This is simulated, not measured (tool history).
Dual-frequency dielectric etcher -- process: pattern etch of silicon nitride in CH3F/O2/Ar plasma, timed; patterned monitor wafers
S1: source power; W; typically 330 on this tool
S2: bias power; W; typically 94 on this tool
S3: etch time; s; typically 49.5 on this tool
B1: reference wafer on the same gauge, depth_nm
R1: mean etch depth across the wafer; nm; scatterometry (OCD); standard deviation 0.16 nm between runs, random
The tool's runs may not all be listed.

run 1 hour=0.0 | S1=330 S2=94 S3=49.5 | B1=36.27 | R1=33.36
run 2 hour=19.4 | S1=330 S2=94 S3=49.5 | B1=36.28 | R1=33.57
-- hour=60.7 upper electrode replaced
run 3 hour=61.2 | S1=330 S2=94 S3=49.5 | B1=36.27 | R1=33.08
run 4 hour=62.5 | S1=330 S2=94 S3=49.5 | B1=36.25 | R1=33.08
run 5 hour=96.3 | S1=330 S2=94 S3=49.5 | B1=36.23 | R1=33.46
run 6 hour=114.9 | S1=330 S2=94 S3=49.5 | B1=36.19 | R1=33.17
run 7 hour=129.5 | S1=330 S2=94 S3=49.5 | B1=36.16 | R1=32.97
run 8 hour=164.2 | S1=330 S2=94 S3=49.5 | B1=36.19 | R1=32.99
run 9 hour=178.9 | S1=330 S2=94 S3=49.5 | B1=36.23 | R1=33.07
run 10 hour=195.9 | S1=290 S2=94 S3=61.5 | B1=36.15 | R1=38.86
run 11 hour=214.1 | S1=330 S2=94 S3=49.5 | B1=36.08 | R1=33.39
run 12 hour=241.1 | S1=300 S2=94 S3=49.5 | B1=36.09 | R1=31.60
run 13 hour=256.8 | S1=330 S2=94 S3=42.0 | B1=36.17 | R1=27.81
run 14 hour=285.8 | S1=330 S2=106 S3=49.5 | B1=36.07 | R1=34.64
run 15 hour=301.5 | S1=330 S2=94 S3=49.5 | B1=36.00 | R1=33.33
run 16 hour=330.8 | S1=380 S2=77 S3=54.0 | B1=36.11 | R1=35.86
-- hour=356.2 gauge calibrated
run 17 hour=358.9 | S1=330 S2=94 S3=35.5 | B1=36.83 | R1=24.18
-- hour=399.6 wet clean of the chamber
run 18 hour=400.1 | S1=400 S2=94 S3=40.5 | B1=36.79 | R1=29.92
run 19 hour=400.5 | S1=330 S2=103 S3=58.5 | B1=36.87 | R1=41.40
run 20 hour=415.1 | S1=270 S2=108 S3=49.5 | B1=36.84 | R1=32.34
run 21 hour=441.8 | S1=290 S2=94 S3=35.0 | B1=36.78 | R1=22.38
run 22 hour=464.3 | S1=310 S2=94 S3=34.5 | B1=36.89 | R1=22.84
run 23 hour=493.1 | S1=330 S2=94 S3=64.5 | B1=36.67 | R1=43.66
run 24 hour=520.4 | S1=310 S2=94 S3=34.5 | B1=36.72 | R1=22.95
run 25 hour=538.3 | S1=390 S2=85 S3=59.0 | B1=36.76 | R1=41.55
run 26 hour=569.7 | S1=330 S2=85 S3=49.5 | B1=36.74 | R1=32.40
run 27 hour=582.1 | S1=380 S2=105 S3=43.5 | B1=36.71 | R1=32.96
run 28 hour=613.7 | S1=310 S2=94 S3=49.5 | B1=36.66 | R1=32.60
run 29 hour=639.3 | S1=390 S2=94 S3=49.5 | B1=36.66 | R1=36.19
run 30 hour=674.3 | S1=330 S2=94 S3=49.5 | B1=36.61 | R1=33.62
run 31 hour=698.5 | S1=290 S2=94 S3=35.0 | B1=36.63 | R1=22.47

Predict each of these 3 candidate next runs independently; none follows another, all start after run 31:
run A hour=698.9 | S1=330 S2=86 S3=49.5 | B1=? | R1=?
run B hour=698.9 | S1=290 S2=106 S3=56.5 | B1=? | R1=?
run C hour=698.9 | S1=290 S2=94 S3=49.5 | B1=? | R1=?

run=A B1=36.62 R1=32.43
run=B B1=36.62 R1=37.61
run=C B1=36.62 R1=31.56
With no hidden state in the tool, these same runs would have given:
run=A R1=32.68
run=B R1=37.90
run=C R1=31.81
